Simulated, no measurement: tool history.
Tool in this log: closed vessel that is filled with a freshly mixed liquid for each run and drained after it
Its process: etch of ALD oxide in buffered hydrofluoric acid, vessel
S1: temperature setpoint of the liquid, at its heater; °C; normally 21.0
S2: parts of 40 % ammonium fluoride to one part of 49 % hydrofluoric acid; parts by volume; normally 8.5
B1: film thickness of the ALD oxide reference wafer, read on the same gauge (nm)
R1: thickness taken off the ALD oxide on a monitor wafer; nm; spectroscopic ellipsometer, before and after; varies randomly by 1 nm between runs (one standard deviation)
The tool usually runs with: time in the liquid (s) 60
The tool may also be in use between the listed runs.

run 1 hour=0.0 | S1=21.0 S2=8.5 time_in_the_liquid_(s)=55 | B1=129.95 | R1=180.64
run 2 hour=38.2 | S1=21.0 S2=8.5 time_in_the_liquid_(s)=60 | B1=130.02 | R1=197.93
run 3 hour=75.3 | S1=23.0 S2=8.5 time_in_the_liquid_(s)=60 | B1=130.00 | R1=219.90
run 4 hour=133.6 | S1=23.0 S2=8.5 time_in_the_liquid_(s)=60 | B1=129.99 | R1=219.70
run 5 hour=178.1 | S1=21.0 S2=8.5 time_in_the_liquid_(s)=60 | B1=130.01 | R1=196.79
run 6 hour=232.0 | S1=21.0 S2=8.5 time_in_the_liquid_(s)=60 | B1=129.96 | R1=195.40
run 7 hour=302.5 | S1=21.0 S2=8.5 time_in_the_liquid_(s)=60 | B1=129.98 | R1=193.89
run 8 hour=358.3 | S1=21.0 S2=8.5 time_in_the_liquid_(s)=60 | B1=129.99 | R1=192.92
run 9 hour=426.8 | S1=21.0 S2=8.5 time_in_the_liquid_(s)=60 | B1=129.96 | R1=191.68
run 10 hour=497.6 | S1=21.0 S2=8.5 time_in_the_liquid_(s)=85 | B1=130.04 | R1=272.97
run 11 hour=560.8 | S1=18.5 S2=8.5 time_in_the_liquid_(s)=60 | B1=130.02 | R1=164.56
-- hour=596.7 thermometer replaced
run 12 hour=602.3 | S1=18.5 S2=8.5 time_in_the_liquid_(s)=60 | B1=130.02 | R1=169.84
run 13 hour=710.5 | S1=17.5 S2=8.5 time_in_the_liquid_(s)=80 | B1=129.98 | R1=213.10
run 14 hour=741.2 | S1=23.0 S2=5.0 time_in_the_liquid_(s)=35 | B1=130.00 | R1=210.17
run 15 hour=798.3 | S1=21.0 S2=8.5 time_in_the_liquid_(s)=60 | B1=130.00 | R1=192.44
run 16 hour=837.8 | S1=22.5 S2=10.0 time_in_the_liquid_(s)=95 | B1=130.01 | R1=294.62
run 17 hour=865.5 | S1=18.0 S2=10.0 time_in_the_liquid_(s)=50 | B1=129.98 | R1=119.80
run 18 hour=915.9 | S1=17.5 S2=8.5 time_in_the_liquid_(s)=30 | B1=129.98 | R1=79.46
run 19 hour=969.2 | S1=17.0 S2=7.0 time_in_the_liquid_(s)=60 | B1=129.97 | R1=188.78
run 20 hour=1019.3 | S1=21.0 S2=6.0 time_in_the_liquid_(s)=95 | B1=130.02 | R1=427.30
run 21 hour=1069.6 | S1=19.5 S2=7.0 time_in_the_liquid_(s)=95 | B1=130.01 | R1=343.02
run 22 hour=1125.4 | S1=21.0 S2=6.0 time_in_the_liquid_(s)=60 | B1=129.95 | R1=266.97
-- hour=1133.2 hydrofluoric acid flow meter replaced
-- hour=1170.2 gauge calibrated
run 23 hour=1171.8 | S1=21.0 S2=8.5 time_in_the_liquid_(s)=60 | B1=129.95 | R1=195.11
-- hour=1226.7 thermometer replaced
run 24 hour=1236.2 | S1=18.5 S2=5.0 time_in_the_liquid_(s)=70 | B1=129.98 | R1=338.60
run 25 hour=1260.5 | S1=22.0 S2=8.5 time_in_the_liquid_(s)=60 | B1=129.98 | R1=211.92
run 26 hour=1327.9 | S1=21.0 S2=8.5 time_in_the_liquid_(s)=50 | B1=129.97 | R1=166.76
run 27 hour=1356.6 | S1=21.0 S2=8.5 time_in_the_liquid_(s)=60 | B1=129.98 | R1=197.12
run 28 hour=1479.4 | S1=23.5 S2=8.5 time_in_the_liquid_(s)=90 | B1=130.03 | R1=339.46
run 29 hour=1570.9 | S1=26.0 S2=5.5 time_in_the_liquid_(s)=50 | B1=130.01 | R1=325.31
run 30 hour=1627.9 | S1=21.0 S2=8.5 time_in_the_liquid_(s)=60 | B1=129.98 | R1=196.17
run 31 hour=1719.8 | S1=21.0 S2=11.0 time_in_the_liquid_(s)=75 | B1=129.98 | R1=192.28
run 32 hour=1745.5 | S1=21.0 S2=8.5 time_in_the_liquid_(s)=60 | B1=130.03 | R1=194.06
run 33 hour=1787.3 | S1=21.0 S2=8.5 time_in_the_liquid_(s)=60 | B1=130.03 | R1=194.50
-- hour=1848.8 thermometer replaced
run 34 hour=1855.3 | S1=22.5 S2=7.0 time_in_the_liquid_(s)=60 | B1=129.96 | R1=264.06
run 35 hour=1916.1 | S1=26.0 S2=10.0 time_in_the_liquid_(s)=30 | B1=129.99 | R1=112.96

Below, some changes in R1 between adjacent runs. For each, the amount present without the hidden state too (settings, incoming material, random variation) and the amount remaining for the hidden state with gauge scatter not shared by both compared results:
Hidden conditions of the tool in this case: liquid colder than its thermometer reads (K); hydrofluoric acid flow below the setpoint (%); gauge reads high (%).
Run 16 -> 17: S1 22.5 -> 18.0, time in the liquid (s) 95 -> 50. R1 -174.82 nm: hidden state +7.21, all else -182.03.
Run 19 -> 20: S1 17.0 -> 21.0, S2 7.0 -> 6.0, time in the liquid (s) 60 -> 95. R1 +238.52 nm: hidden state -11.96, all else +250.48.
Run 22 -> 23: S2 6.0 -> 8.5, hydrofluoric acid flow meter replaced, gauge calibrated. R1 -71.86 nm: hidden state +9.42, all else -81.28.
Run 34 -> 35: S1 22.5 -> 26.0, S2 7.0 -> 10.0, time in the liquid (s) 60 -> 30. R1 -151.10 nm: hidden state +3.23, all else -154.33.
